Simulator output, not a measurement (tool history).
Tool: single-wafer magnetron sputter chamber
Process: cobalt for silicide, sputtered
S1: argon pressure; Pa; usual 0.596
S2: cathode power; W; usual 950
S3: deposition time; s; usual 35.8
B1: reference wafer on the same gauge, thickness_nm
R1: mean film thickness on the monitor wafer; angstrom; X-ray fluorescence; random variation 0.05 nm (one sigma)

run 1 hour=0.0 | S1=0.596 S2=950 S3=34.4 | B1=16.368 | R1=145.33
run 2 hour=22.4 | S1=0.596 S2=800 S3=35.8 | B1=16.352 | R1=130.09
run 3 hour=53.9 | S1=0.596 S2=800 S3=35.8 | B1=16.317 | R1=130.30
run 4 hour=114.3 | S1=0.527 S2=950 S3=35.8 | B1=16.292 | R1=155.71
run 5 hour=130.1 | S1=0.527 S2=950 S3=35.8 | B1=16.279 | R1=155.30
-- hour=142.3 gauge calibrated
run 6 hour=159.5 | S1=0.527 S2=950 S3=35.8 | B1=16.492 | R1=157.07
-- hour=175.0 magnet pack replaced
run 7 hour=179.4 | S1=0.596 S2=950 S3=35.8 | B1=16.480 | R1=153.62
run 8 hour=198.7 | S1=0.596 S2=950 S3=35.8 | B1=16.462 | R1=153.24
run 9 hour=214.6 | S1=0.596 S2=950 S3=35.8 | B1=16.469 | R1=152.91
run 10 hour=227.7 | S1=0.596 S2=1050 S3=35.8 | B1=16.454 | R1=168.05
-- hour=277.6 sputter target and shields replaced
run 11 hour=314.9 | S1=0.596 S2=950 S3=35.8 | B1=16.393 | R1=152.72
-- hour=333.7 capacitance manometer re-zeroed and calibrated
run 12 hour=341.1 | S1=0.596 S2=950 S3=29.1 | B1=16.372 | R1=123.91
run 13 hour=354.8 | S1=0.460 S2=750 S3=32.3 | B1=16.371 | R1=116.68
run 14 hour=368.8 | S1=0.596 S2=950 S3=35.8 | B1=16.361 | R1=151.62
run 15 hour=402.8 | S1=0.508 S2=850 S3=32.4 | B1=16.323 | R1=128.79
-- hour=416.2 gauge calibrated
run 16 hour=431.1 | S1=0.508 S2=950 S3=39.0 | B1=16.502 | R1=174.25
run 17 hour=446.3 | S1=0.596 S2=950 S3=41.8 | B1=16.506 | R1=179.45
run 18 hour=460.6 | S1=0.700 S2=750 S3=39.3 | B1=16.491 | R1=131.37

4 ways to go on from here, each from the tool as it stands after run 18. What would each give?
run A hour=461.0 | S1=0.596 S2=950 S3=37.7 | B1=? | R1=?
run B hour=461.0 | S1=0.596 S2=950 S3=37.8 | B1=? | R1=?
run C hour=461.0 | S1=0.386 S2=1100 S3=35.8 | B1=? | R1=?
run D hour=461.0 | S1=0.661 S2=1100 S3=32.3 | B1=? | R1=?

run=A B1=16.479 R1=162.55
run=B B1=16.479 R1=162.98
run=C B1=16.479 R1=191.58
run=D B1=16.479 R1=155.23
Without the tool's hidden state the same runs would have given:
run=A R1=162.63
run=B R1=163.06
run=C R1=191.68
run=D R1=155.31
